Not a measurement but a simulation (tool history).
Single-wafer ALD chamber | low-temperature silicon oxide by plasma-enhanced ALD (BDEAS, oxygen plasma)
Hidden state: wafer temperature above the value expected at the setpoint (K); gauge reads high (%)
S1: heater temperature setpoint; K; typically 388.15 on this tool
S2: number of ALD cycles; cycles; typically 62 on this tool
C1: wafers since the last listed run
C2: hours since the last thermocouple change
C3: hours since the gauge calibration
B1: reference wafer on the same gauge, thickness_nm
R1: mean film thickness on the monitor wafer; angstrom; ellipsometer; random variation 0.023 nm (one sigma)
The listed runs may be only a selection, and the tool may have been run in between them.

run 1 hour=0 | S1=388.15 S2=57 | C1=0 C2=730.6 C3=108.1 | B1=8.669 | R1=86.04
run 2 hour=41.4 | S1=388.15 S2=62 | C1=283 C2=772 C3=149.5 | B1=8.673 | R1=93.41
run 3 hour=213.9 | S1=388.15 S2=62 | C1=1179 C2=944.5 C3=322 | B1=8.671 | R1=93.41
run 4 hour=336.9 | S1=399.15 S2=68 | C1=840 C2=1067.5 C3=445 | B1=8.672 | R1=101
run 5 hour=367.7 | S1=388.15 S2=62 | C1=210 C2=1098.3 C3=475.8 | B1=8.672 | R1=93.88
run 6 hour=431.8 | S1=388.15 S2=62 | C1=438 C2=1162.4 C3=539.9 | B1=8.669 | R1=93.79
run 7 hour=461.7 | S1=388.15 S2=62 | C1=204 C2=1192.3 C3=569.8 | B1=8.667 | R1=93.91
run 8 hour=487.7 | S1=388.15 S2=62 | C1=177 C2=1218.3 C3=595.8 | B1=8.668 | R1=93.6
run 9 hour=539.8 | S1=388.15 S2=62 | C1=356 C2=1270.4 C3=647.9 | B1=8.669 | R1=94.12
run 10 hour=581.2 | S1=385.15 S2=62 | C1=283 C2=1311.8 C3=689.3 | B1=8.671 | R1=94.37
run 11 hour=623.9 | S1=385.15 S2=62 | C1=291 C2=1354.5 C3=732 | B1=8.668 | R1=94.84
run 12 hour=806.2 | S1=385.15 S2=62 | C1=1246 C2=1536.8 C3=914.3 | B1=8.666 | R1=94.44
run 13 hour=862.7 | S1=388.15 S2=62 | C1=386 C2=1593.3 C3=970.8 | B1=8.672 | R1=94.29
run 14 hour=900.7 | S1=388.15 S2=62 | C1=259 C2=1631.3 C3=1008.8 | B1=8.672 | R1=94.14
run 15 hour=969.4 | S1=388.15 S2=62 | C1=469 C2=1700 C3=1077.5 | B1=8.672 | R1=94.3
-- hour=1003.6 thermocouple changed; heater temperature recalibrated
run 16 hour=1028.1 | S1=401.15 S2=58 | C1=346 C2=24.5 C3=1136.2 | B1=8.671 | R1=85.86
run 17 hour=1080.2 | S1=382.15 S2=71 | C1=356 C2=76.6 C3=1188.3 | B1=8.674 | R1=108.27
run 18 hour=1119 | S1=388.15 S2=62 | C1=265 C2=115.4 C3=1227.1 | B1=8.668 | R1=94.01
run 19 hour=1151.6 | S1=403.15 S2=58 | C1=222 C2=148 C3=1259.7 | B1=8.675 | R1=85.17
run 20 hour=1216.5 | S1=388.15 S2=62 | C1=443 C2=212.9 C3=1324.6 | B1=8.669 | R1=93.69
-- hour=1236.4 gauge calibrated
run 21 hour=1244.5 | S1=388.15 S2=66 | C1=191 C2=240.9 C3=8.1 | B1=8.669 | R1=99.46
run 22 hour=1274.9 | S1=394.15 S2=67 | C1=207 C2=271.3 C3=38.5 | B1=8.667 | R1=100.01
run 23 hour=1337.3 | S1=385.15 S2=62 | C1=426 C2=333.7 C3=100.9 | B1=8.668 | R1=94.18
run 24 hour=1379.5 | S1=385.15 S2=62 | C1=288 C2=375.9 C3=143.1 | B1=8.676 | R1=94.18
run 25 hour=1436.7 | S1=382.15 S2=72 | C1=391 C2=433.1 C3=200.3 | B1=8.672 | R1=109.51
run 26 hour=1474.8 | S1=401.15 S2=66 | C1=260 C2=471.2 C3=238.4 | B1=8.674 | R1=97.34
run 27 hour=1539.1 | S1=375.15 S2=69 | C1=439 C2=535.5 C3=302.7 | B1=8.669 | R1=106.04
run 28 hour=1568.6 | S1=388.15 S2=62 | C1=201 C2=565 C3=332.2 | B1=8.669 | R1=93.63
run 29 hour=1594.6 | S1=395.15 S2=66 | C1=177 C2=591 C3=358.2 | B1=8.672 | R1=98.57
run 30 hour=1650.4 | S1=397.15 S2=70 | C1=381 C2=646.8 C3=414 | B1=8.675 | R1=104.32
run 31 hour=1697.9 | S1=398.15 S2=73 | C1=324 C2=694.3 C3=461.5 | B1=8.664 | R1=108.39

Measured result minus the same run's result without the hidden state. Both carry the same run-to-run variation, though not necessarily the same gauge scatter:
run=1 R1=+0.4
run=2 R1=+0.45
run=3 R1=+0.55
run=4 R1=+0.68
run=5 R1=+0.63
run=6 R1=+0.66
run=7 R1=+0.68
run=8 R1=+0.69
run=9 R1=+0.73
run=10 R1=+0.74
run=11 R1=+0.77
run=12 R1=+0.86
run=13 R1=+0.89
run=14 R1=+0.91
run=15 R1=+0.95
run=16 R1=+0.16
run=17 R1=+0.22
run=18 R1=+0.22
run=19 R1=+0.22
run=20 R1=+0.27
run=21 R1=+0.3
run=22 R1=+0.32
run=23 R1=+0.33
run=24 R1=+0.36
run=25 R1=+0.45
run=26 R1=+0.43
run=27 R1=+0.49
run=28 R1=+0.45
run=29 R1=+0.5
run=30 R1=+0.57
run=31 R1=+0.61
